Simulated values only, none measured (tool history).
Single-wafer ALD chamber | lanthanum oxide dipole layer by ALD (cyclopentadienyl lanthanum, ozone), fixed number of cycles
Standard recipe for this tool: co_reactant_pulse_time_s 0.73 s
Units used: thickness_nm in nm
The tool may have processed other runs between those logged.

run	hour	co_reactant_pulse_time_s	wafers since the last listed run	hours since the last thermocouple change	hours since the last ozone generator service	hours since the showerhead was replaced	hours since the gauge calibration	read-back reference wafer on the same gauge, thickness_nm	thickness_nm
1	0	0.73	0	2761.4	508.7	3362.9	774.3	0.418	0.465
2	14.2	0.85	366	2775.6	522.9	3377.1	788.5	0.419	0.495
3	40.6	0.93	680	2802	549.3	3403.5	814.9	0.419	0.52
4	48.8	0.93	211	2810.2	557.5	3411.7	823.1	0.419	0.513
5	58.6	0.73	252	2820	567.3	3421.5	832.9	0.419	0.466
# hour 73: showerhead replaced
6	73.5	0.73	177	2834.9	582.2	0.5	847.8	0.419	0.465
# hour 73.9: gauge calibrated
7	82.1	0.73	221	2843.5	590.8	9.1	8.2	0.419	0.463
8	96.6	0.81	374	2858	605.3	23.6	22.7	0.419	0.482
9	106.8	0.73	263	2868.2	615.5	33.8	32.9	0.419	0.458
10	121.7	0.9	384	2883.1	630.4	48.7	47.8	0.419	0.509
# hour 139.6: thermocouple changed; heater temperature recalibrated
11	140.1	0.9	268	0.5	648.8	67.1	66.2	0.419	0.507
12	140.4	0.57	7	0.8	649.1	67.4	66.5	0.419	0.397
13	154.1	0.49	353	14.5	662.8	81.1	80.2	0.419	0.357
14	162.9	0.73	226	23.3	671.6	89.9	89	0.419	0.454
15	174.7	0.79	304	35.1	683.4	101.7	100.8	0.419	0.475
16	189.1	0.5	371	49.5	697.8	116.1	115.2	0.419	0.363
17	205.7	0.53	428	66.1	714.4	132.7	131.8	0.419	0.375
18	222.7	0.73	438	83.1	731.4	149.7	148.8	0.419	0.452
19	234	0.73	291	94.4	742.7	161	160.1	0.419	0.453
20	241.2	0.46	185	101.6	749.9	168.2	167.3	0.419	0.334
21	252.5	0.63	291	112.9	761.2	179.5	178.6	0.419	0.415
22	264.6	0.54	312	125	773.3	191.6	190.7	0.419	0.377
# hour 285.6: ozone generator serviced
23	286.1	0.73	348	146.5	0.5	213.1	212.2	0.419	0.471
24	293.6	0.47	193	154	8	220.6	219.7	0.419	0.36
25	301.2	0.48	196	161.6	15.6	228.2	227.3	0.419	0.364
26	313.1	0.62	306	173.5	27.5	240.1	239.2	0.419	0.432
27	322.3	0.73	237	182.7	36.7	249.3	248.4	0.42	0.473
28	328.8	0.73	167	189.2	43.2	255.8	254.9	0.419	0.472
29	343.6	0.73	381	204	58	270.6	269.7	0.419	0.473
30	393.7	0.89	1292	254.1	108.1	320.7	319.8	0.419	0.516
31	406.2	0.73	322	266.6	120.6	333.2	332.3	0.419	0.467
32	417	0.73	278	277.4	131.4	344	343.1	0.419	0.471
33	430.8	0.58	355	291.2	145.2	357.8	356.9	0.419	0.417
34	440.4	0.91	247	300.8	154.8	367.4	366.5	0.419	0.517

4 options for the next run, each taken on its own from the tool as it stands now. Forecast them:
A	440.8	0.73	10	301.2	155.2	367.8	366.9	?	?
B	440.8	0.59	10	301.2	155.2	367.8	366.9	?	?
C	440.8	0.55	10	301.2	155.2	367.8	366.9	?	?
D	440.8	0.82	10	301.2	155.2	367.8	366.9	?	?

run	read-back reference wafer on the same gauge, thickness_nm	thickness_nm
A	0.419	0.47
B	0.419	0.418
C	0.419	0.4
D	0.419	0.496
Take away the tool's hidden state, keep each run's random variation, and the runs would have read:
run	thickness_nm
A	0.473
B	0.421
C	0.403
D	0.499

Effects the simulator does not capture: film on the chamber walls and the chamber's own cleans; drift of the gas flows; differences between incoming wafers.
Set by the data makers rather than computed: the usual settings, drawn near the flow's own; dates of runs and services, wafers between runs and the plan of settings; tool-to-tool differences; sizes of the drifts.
